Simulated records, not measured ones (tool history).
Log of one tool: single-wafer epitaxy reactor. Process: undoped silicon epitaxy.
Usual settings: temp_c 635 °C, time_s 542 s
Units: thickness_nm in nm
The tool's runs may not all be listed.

| run | day | temp_c | time_s | read-back reference wafer on the same gauge, thickness_nm | thickness_nm |
|---|---|---|---|---|---|
| 1 | 0 | 635 | 542 | 56.564 | 59.328 |
| 2 | 0.317 | 635 | 542 | 56.568 | 59.393 |
| 3 | 0.654 | 635 | 542 | 56.616 | 59.211 |
| 4 | 2.571 | 635 | 542 | 56.576 | 59.312 |
| 5 | 3.042 | 635 | 542 | 56.608 | 59.564 |
| 6 | 4.088 | 635 | 542 | 56.587 | 59.188 |
| 7 | 4.412 | 635 | 542 | 56.589 | 59.514 |
| 8 | 4.662 | 635 | 542 | 56.597 | 59.21 |
| 9 | 6.025 | 635 | 542 | 56.581 | 59.146 |
| 10 | 6.608 | 635 | 542 | 56.57 | 59.184 |
|  | 6.808 | gauge calibrated |
| 11 | 8.558 | 635 | 588 | 56.6 | 64.443 |
|  | 9.362 | pyrometer calibrated |
| 12 | 9.383 | 635 | 542 | 56.566 | 66.217 |
| 13 | 9.704 | 635 | 542 | 56.6 | 66.228 |
| 14 | 9.979 | 635 | 542 | 56.571 | 66.253 |
| 15 | 10.312 | 635 | 542 | 56.613 | 66.064 |
| 16 | 10.904 | 635 | 542 | 56.622 | 66.032 |
| 17 | 11.388 | 645 | 542 | 56.625 | 82.789 |
| 18 | 11.65 | 645 | 542 | 56.597 | 82.457 |
| 19 | 12.258 | 635 | 623 | 56.579 | 75.687 |
| 20 | 12.917 | 635 | 623 | 56.607 | 75.571 |
| 21 | 13.867 | 635 | 623 | 56.575 | 75.346 |
| 22 | 14.25 | 639 | 542 | 56.63 | 71.586 |
| 23 | 14.658 | 627 | 484 | 56.61 | 48.946 |
| 24 | 15.388 | 635 | 542 | 56.599 | 65.492 |
| 25 | 16.117 | 635 | 542 | 56.587 | 65.208 |
| 26 | 16.812 | 635 | 542 | 56.588 | 65.495 |
| 27 | 17.488 | 648 | 588 | 56.6 | 94.148 |
| 28 | 18.212 | 646 | 542 | 56.618 | 83.059 |
| 29 | 18.554 | 645 | 487 | 56.619 | 73.268 |
| 30 | 18.967 | 635 | 501 | 56.601 | 59.901 |
| 31 | 19.221 | 630 | 542 | 56.598 | 57.683 |
| 32 | 19.475 | 635 | 542 | 56.591 | 64.835 |
| 33 | 21.088 | 635 | 542 | 56.615 | 64.541 |
| 34 | 21.667 | 631 | 542 | 56.619 | 58.93 |
| 35 | 21.942 | 623 | 596 | 56.604 | 53.827 |
| 36 | 22.404 | 644 | 542 | 56.615 | 79.106 |
| 37 | 22.833 | 623 | 542 | 56.604 | 48.975 |
| 38 | 23.433 | 630 | 456 | 56.602 | 48.418 |
| 39 | 24.071 | 624 | 581 | 56.614 | 53.425 |
| 40 | 24.596 | 635 | 542 | 56.598 | 64.478 |
| 41 | 25.071 | 620 | 503 | 56.611 | 42.068 |
| 42 | 25.417 | 621 | 650 | 56.569 | 55.914 |
| 43 | 25.792 | 635 | 542 | 56.591 | 63.956 |
| 44 | 26.283 | 646 | 588 | 56.587 | 88.787 |

Forecast run 45:
| 45 | 26.654 | 635 | 542 | ? | ? |

Run 45 gave read-back reference wafer on the same gauge, thickness_nm 56.61, thickness_nm 63.989 nm.
Without the tool's hidden state the same run would have given thickness_nm 65.318 nm.
